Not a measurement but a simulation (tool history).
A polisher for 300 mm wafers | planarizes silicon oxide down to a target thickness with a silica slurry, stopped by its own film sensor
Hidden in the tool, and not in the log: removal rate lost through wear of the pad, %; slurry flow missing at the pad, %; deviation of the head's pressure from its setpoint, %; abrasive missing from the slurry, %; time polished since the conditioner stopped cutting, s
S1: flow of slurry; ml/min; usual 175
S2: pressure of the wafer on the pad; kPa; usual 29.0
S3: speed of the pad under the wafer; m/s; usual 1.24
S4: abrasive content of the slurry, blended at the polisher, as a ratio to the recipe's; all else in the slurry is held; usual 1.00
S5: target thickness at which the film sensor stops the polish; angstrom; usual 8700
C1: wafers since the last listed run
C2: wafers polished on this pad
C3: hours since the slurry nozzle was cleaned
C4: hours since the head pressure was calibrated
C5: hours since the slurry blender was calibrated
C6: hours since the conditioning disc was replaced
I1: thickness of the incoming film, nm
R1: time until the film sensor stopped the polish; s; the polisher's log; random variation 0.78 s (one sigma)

run	day	S1	S2	S3	S4	S5	C1	C2	C3	C4	C5	C6	I1	R1
1	0.000	175	29.0	1.48	1.00	8700	0	3171	24.3	325.9	53.2	66.2	1165.6	68.8
2	2.838	175	29.0	1.24	1.00	8700	832	4004	92.4	394.0	121.3	134.3	1143.9	74.4
3	5.575	175	29.0	1.24	1.00	8700	803	4807	158.1	459.7	187.0	200.0	1156.1	79.3
4	6.871	175	29.0	1.24	1.00	8700	380	5187	189.2	490.8	218.1	231.1	1156.8	79.2
# day 7.562: worn pad replaced by a new one
5	8.021	175	29.0	1.24	1.00	8700	288	134	216.8	518.4	245.7	258.7	1167.3	81.9
6	10.992	175	29.0	1.24	1.00	8700	871	1006	288.1	589.7	317.0	330.0	1154.4	81.9
# day 12.562: slurry nozzle cleaned, repeated, since the last time left the tool worse
7	13.167	175	29.0	1.24	1.00	8700	625	1631	14.5	641.9	369.2	382.2	1160.8	69.7
# day 14.917: slurry blender recalibrated
8	15.808	195	29.0	1.24	1.00	9140	750	2382	77.9	705.3	21.4	445.6	1165.4	58.5
9	17.488	175	29.0	1.24	1.00	8700	492	2874	118.2	745.6	61.7	485.9	1178.8	75.5
# day 20.025: conditioning disc replaced and pad reconditioned
10	20.121	200	29.0	1.24	1.00	9470	748	3622	181.4	808.8	124.9	2.3	1174.0	53.4
11	22.579	200	29.0	1.24	1.00	9470	721	4344	240.4	867.8	183.9	61.3	1163.8	51.7
12	24.762	230	29.0	1.24	1.15	8700	640	4984	292.8	920.2	236.3	113.7	1189.4	68.7
# day 26.675: worn pad replaced by a new one
13	27.325	175	29.0	1.24	1.00	8700	702	190	354.3	981.7	297.8	175.2	1169.5	74.5
# day 28.988: slurry nozzle cleaned
14	30.088	190	29.0	1.04	1.00	9660	798	988	26.4	1048.0	364.1	241.5	1161.1	54.1
# day 31.871: slurry blender recalibrated
15	32.425	175	29.0	1.58	0.75	9680	661	1650	82.5	1104.1	13.3	297.6	1188.5	55.8
# day 33.279: head pressure recalibrated
16	33.496	175	29.0	1.24	1.00	8700	289	1939	108.2	5.2	39.0	323.3	1181.9	74.6
17	37.100	190	24.1	1.24	1.30	8160	1057	2997	194.7	91.7	125.5	409.8	1170.3	86.0
# day 38.808: conditioning disc replaced and pad reconditioned
# day 43.792: worn pad replaced by a new one
18	43.838	175	29.0	1.24	1.00	8700	1903	13	356.4	253.4	287.2	120.7	1172.0	74.5
19	46.579	190	29.0	1.06	1.00	8700	804	817	422.2	319.2	353.0	186.5	1181.6	88.1
# day 47.908: slurry nozzle cleaned
20	48.704	175	29.0	1.24	1.00	8700	611	1428	19.1	370.2	404.0	237.5	1151.2	68.9
# day 48.908: slurry blender recalibrated
21	50.725	175	29.0	1.24	0.75	9040	568	1996	67.6	418.7	43.6	286.0	1166.4	81.5
22	51.983	175	22.8	1.24	1.00	8700	369	2366	97.8	448.9	73.8	316.2	1153.4	86.7
23	53.008	175	25.5	1.24	0.80	8700	300	2666	122.4	473.5	98.4	340.8	1160.1	95.3
24	54.121	175	29.0	1.24	1.00	8700	326	2993	149.1	500.2	125.1	367.5	1161.3	71.5
25	56.175	200	29.0	1.24	1.00	8700	602	3595	198.4	549.5	174.4	416.8	1169.3	70.0

4 ways to go on from here, each from the tool as it stands after run 25. What would each give?
A	56.192	175	29.0	1.24	1.00	8700	4	3600	198.8	549.9	174.8	417.2	1157.7	?
B	56.192	175	29.0	1.24	1.25	8700	4	3600	198.8	549.9	174.8	417.2	1157.7	?
C	56.192	135	25.5	1.24	1.00	9410	4	3600	198.8	549.9	174.8	417.2	1157.7	?
D	56.192	175	29.0	1.24	0.80	9300	4	3600	198.8	549.9	174.8	417.2	1157.7	?

run	R1
A	70.0
B	61.1
C	63.1
D	66.8
Without the tool's hidden state the same runs would have given:
run	R1
A	69.5
B	60.6
C	62.4
D	66.2
